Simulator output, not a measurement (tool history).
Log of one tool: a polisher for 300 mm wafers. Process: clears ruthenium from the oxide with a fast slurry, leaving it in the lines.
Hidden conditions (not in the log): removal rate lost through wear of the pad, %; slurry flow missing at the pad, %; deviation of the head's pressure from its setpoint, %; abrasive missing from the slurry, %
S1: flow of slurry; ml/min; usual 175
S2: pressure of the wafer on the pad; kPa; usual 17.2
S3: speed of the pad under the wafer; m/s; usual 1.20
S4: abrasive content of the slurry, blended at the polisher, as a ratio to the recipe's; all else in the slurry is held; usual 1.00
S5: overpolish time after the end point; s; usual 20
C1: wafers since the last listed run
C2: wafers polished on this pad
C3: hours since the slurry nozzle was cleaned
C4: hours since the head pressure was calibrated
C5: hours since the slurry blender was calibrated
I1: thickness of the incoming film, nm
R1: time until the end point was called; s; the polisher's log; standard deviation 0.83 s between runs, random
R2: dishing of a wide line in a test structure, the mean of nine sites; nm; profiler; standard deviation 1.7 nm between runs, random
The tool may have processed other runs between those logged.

{"run": 1, "hour": 0.0, "S1": 175, "S2": 17.2, "S3": 1.2, "S4": 1.0, "S5": 20, "C1": 0, "C2": 443, "C3": 95.5, "C4": 505.1, "C5": 469.0, "I1": 239.2, "R1": 58.4, "R2": 68.2}
{"hour": 4.3, "done": "slurry blender recalibrated"}
{"run": 2, "hour": 12.6, "S1": 175, "S2": 17.2, "S3": 1.2, "S4": 1.0, "S5": 20, "C1": 112, "C2": 556, "C3": 108.1, "C4": 517.7, "C5": 8.3, "I1": 238.6, "R1": 57.9, "R2": 67.3}
{"run": 3, "hour": 22.0, "S1": 175, "S2": 17.2, "S3": 1.2, "S4": 1.0, "S5": 20, "C1": 100, "C2": 656, "C3": 117.5, "C4": 527.1, "C5": 17.7, "I1": 238.5, "R1": 57.2, "R2": 71.4}
{"hour": 38.0, "done": "worn pad replaced by a new one"}
{"run": 4, "hour": 38.4, "S1": 175, "S2": 17.2, "S3": 1.2, "S4": 1.0, "S5": 20, "C1": 132, "C2": 3, "C3": 133.9, "C4": 543.5, "C5": 34.1, "I1": 243.0, "R1": 60.6, "R2": 66.7}
{"run": 5, "hour": 53.3, "S1": 175, "S2": 17.2, "S3": 1.2, "S4": 1.0, "S5": 20, "C1": 158, "C2": 162, "C3": 148.8, "C4": 558.4, "C5": 49.0, "I1": 238.0, "R1": 59.3, "R2": 68.0}
{"run": 6, "hour": 65.6, "S1": 175, "S2": 17.2, "S3": 1.2, "S4": 1.0, "S5": 20, "C1": 131, "C2": 293, "C3": 161.1, "C4": 570.7, "C5": 61.3, "I1": 241.7, "R1": 58.7, "R2": 68.3}
{"run": 7, "hour": 76.2, "S1": 175, "S2": 17.2, "S3": 1.2, "S4": 1.0, "S5": 20, "C1": 112, "C2": 406, "C3": 171.7, "C4": 581.3, "C5": 71.9, "I1": 239.1, "R1": 59.6, "R2": 70.2}
{"run": 8, "hour": 88.3, "S1": 225, "S2": 17.2, "S3": 1.6, "S4": 1.15, "S5": 20, "C1": 128, "C2": 535, "C3": 183.8, "C4": 593.4, "C5": 84.0, "I1": 235.8, "R1": 41.8, "R2": 84.1}
{"run": 9, "hour": 99.3, "S1": 175, "S2": 15.2, "S3": 1.2, "S4": 0.8, "S5": 20, "C1": 117, "C2": 652, "C3": 194.8, "C4": 604.4, "C5": 95.0, "I1": 236.2, "R1": 70.8, "R2": 56.5}
{"run": 10, "hour": 108.9, "S1": 145, "S2": 15.2, "S3": 1.2, "S4": 1.2, "S5": 20, "C1": 102, "C2": 755, "C3": 204.4, "C4": 614.0, "C5": 104.6, "I1": 240.9, "R1": 64.8, "R2": 60.5}
{"run": 11, "hour": 115.4, "S1": 175, "S2": 17.2, "S3": 1.2, "S4": 1.0, "S5": 20, "C1": 69, "C2": 824, "C3": 210.9, "C4": 620.5, "C5": 111.1, "I1": 236.8, "R1": 58.8, "R2": 67.6}
{"run": 12, "hour": 124.1, "S1": 120, "S2": 17.2, "S3": 1.06, "S4": 0.9, "S5": 11, "C1": 92, "C2": 917, "C3": 219.6, "C4": 629.2, "C5": 119.8, "I1": 243.1, "R1": 74.0, "R2": 32.2}
{"hour": 130.7, "done": "worn pad replaced by a new one, of another model than before"}
{"run": 13, "hour": 131.2, "S1": 190, "S2": 17.2, "S3": 1.2, "S4": 1.0, "S5": 31, "C1": 33, "C2": 5, "C3": 226.7, "C4": 636.3, "C5": 126.9, "I1": 239.0, "R1": 55.2, "R2": 98.6}
{"run": 14, "hour": 143.1, "S1": 175, "S2": 19.3, "S3": 1.2, "S4": 1.0, "S5": 20, "C1": 126, "C2": 132, "C3": 238.6, "C4": 648.2, "C5": 138.8, "I1": 241.2, "R1": 51.9, "R2": 72.4}
{"run": 15, "hour": 150.2, "S1": 175, "S2": 17.2, "S3": 1.2, "S4": 1.0, "S5": 20, "C1": 75, "C2": 207, "C3": 245.7, "C4": 655.3, "C5": 145.9, "I1": 236.1, "R1": 55.4, "R2": 66.9}
{"run": 16, "hour": 167.3, "S1": 155, "S2": 17.2, "S3": 0.9, "S4": 1.15, "S5": 12, "C1": 182, "C2": 390, "C3": 262.8, "C4": 672.4, "C5": 163.0, "I1": 237.5, "R1": 66.8, "R2": 38.7}
{"hour": 176.2, "done": "slurry nozzle cleaned"}
{"run": 17, "hour": 182.9, "S1": 175, "S2": 17.2, "S3": 1.2, "S4": 0.8, "S5": 25, "C1": 155, "C2": 545, "C3": 6.7, "C4": 688.0, "C5": 178.6, "I1": 239.4, "R1": 61.6, "R2": 80.6}
{"run": 18, "hour": 198.2, "S1": 175, "S2": 17.2, "S3": 1.2, "S4": 1.3, "S5": 12, "C1": 163, "C2": 708, "C3": 22.0, "C4": 703.3, "C5": 193.9, "I1": 245.1, "R1": 54.0, "R2": 48.1}
{"hour": 207.8, "done": "head pressure recalibrated"}
{"run": 19, "hour": 210.0, "S1": 175, "S2": 17.2, "S3": 1.34, "S4": 1.0, "S5": 15, "C1": 104, "C2": 813, "C3": 33.8, "C4": 2.2, "C5": 205.7, "I1": 239.6, "R1": 48.0, "R2": 63.4}
{"run": 20, "hour": 220.4, "S1": 175, "S2": 17.2, "S3": 1.2, "S4": 0.8, "S5": 25, "C1": 110, "C2": 924, "C3": 44.2, "C4": 12.6, "C5": 216.1, "I1": 239.1, "R1": 54.1, "R2": 87.2}
{"hour": 227.5, "done": "worn pad replaced by a new one"}
{"run": 21, "hour": 232.1, "S1": 145, "S2": 17.2, "S3": 1.2, "S4": 1.0, "S5": 27, "C1": 82, "C2": 49, "C3": 55.9, "C4": 24.3, "C5": 227.8, "I1": 237.7, "R1": 54.4, "R2": 90.2}
{"run": 22, "hour": 243.9, "S1": 175, "S2": 17.2, "S3": 1.2, "S4": 1.0, "S5": 20, "C1": 125, "C2": 174, "C3": 67.7, "C4": 36.1, "C5": 239.6, "I1": 243.3, "R1": 53.4, "R2": 75.8}
{"run": 23, "hour": 252.0, "S1": 175, "S2": 17.2, "S3": 1.2, "S4": 1.0, "S5": 20, "C1": 86, "C2": 261, "C3": 75.8, "C4": 44.2, "C5": 247.7, "I1": 240.2, "R1": 51.5, "R2": 79.0}
{"run": 24, "hour": 266.1, "S1": 175, "S2": 17.2, "S3": 1.2, "S4": 1.0, "S5": 20, "C1": 150, "C2": 411, "C3": 89.9, "C4": 58.3, "C5": 261.8, "I1": 240.3, "R1": 52.3, "R2": 71.0}
{"run": 25, "hour": 278.1, "S1": 175, "S2": 17.2, "S3": 1.2, "S4": 1.0, "S5": 20, "C1": 127, "C2": 539, "C3": 101.9, "C4": 70.3, "C5": 273.8, "I1": 237.4, "R1": 51.4, "R2": 73.8}
{"run": 26, "hour": 290.7, "S1": 145, "S2": 22.8, "S3": 0.92, "S4": 1.0, "S5": 29, "C1": 134, "C2": 673, "C3": 114.5, "C4": 82.9, "C5": 286.4, "I1": 242.1, "R1": 55.4, "R2": 91.0}
{"hour": 306.0, "done": "worn pad replaced by a new one"}
{"run": 27, "hour": 306.5, "S1": 175, "S2": 17.2, "S3": 1.2, "S4": 1.0, "S5": 20, "C1": 125, "C2": 5, "C3": 130.3, "C4": 98.7, "C5": 302.2, "I1": 242.8, "R1": 51.9, "R2": 73.3}

Below are 5 alternative next runs, each starting from the tool's condition after run 27. Predict each:
{"run": "A", "hour": 307.0, "S1": 175, "S2": 17.2, "S3": 1.2, "S4": 1.0, "S5": 20, "C1": 5, "C2": 10, "C3": 130.8, "C4": 99.2, "C5": 302.7, "I1": 243.7, "R1": "?", "R2": "?"}
{"run": "B", "hour": 307.0, "S1": 175, "S2": 17.2, "S3": 1.5, "S4": 1.0, "S5": 20, "C1": 5, "C2": 10, "C3": 130.8, "C4": 99.2, "C5": 302.7, "I1": 243.7, "R1": "?", "R2": "?"}
{"run": "C", "hour": 307.0, "S1": 175, "S2": 17.2, "S3": 1.08, "S4": 1.0, "S5": 23, "C1": 5, "C2": 10, "C3": 130.8, "C4": 99.2, "C5": 302.7, "I1": 243.7, "R1": "?", "R2": "?"}
{"run": "D", "hour": 307.0, "S1": 175, "S2": 13.1, "S3": 1.08, "S4": 1.0, "S5": 20, "C1": 5, "C2": 10, "C3": 130.8, "C4": 99.2, "C5": 302.7, "I1": 243.7, "R1": "?", "R2": "?"}
{"run": "E", "hour": 307.0, "S1": 225, "S2": 17.2, "S3": 1.54, "S4": 0.85, "S5": 20, "C1": 5, "C2": 10, "C3": 130.8, "C4": 99.2, "C5": 302.7, "I1": 243.7, "R1": "?", "R2": "?"}

run=A R1=53.3 R2=73.1
run=B R1=45.8 R2=82.8
run=C R1=57.1 R2=77.5
run=D R1=66.5 R2=60.6
run=E R1=44.8 R2=84.2
Without the tool's unlogged condition, the same runs would have read:
run=A R1=52.6 R2=73.9
run=B R1=45.1 R2=83.7
run=C R1=56.4 R2=78.3
run=D R1=65.7 R2=61.3
run=E R1=44.2 R2=85.1

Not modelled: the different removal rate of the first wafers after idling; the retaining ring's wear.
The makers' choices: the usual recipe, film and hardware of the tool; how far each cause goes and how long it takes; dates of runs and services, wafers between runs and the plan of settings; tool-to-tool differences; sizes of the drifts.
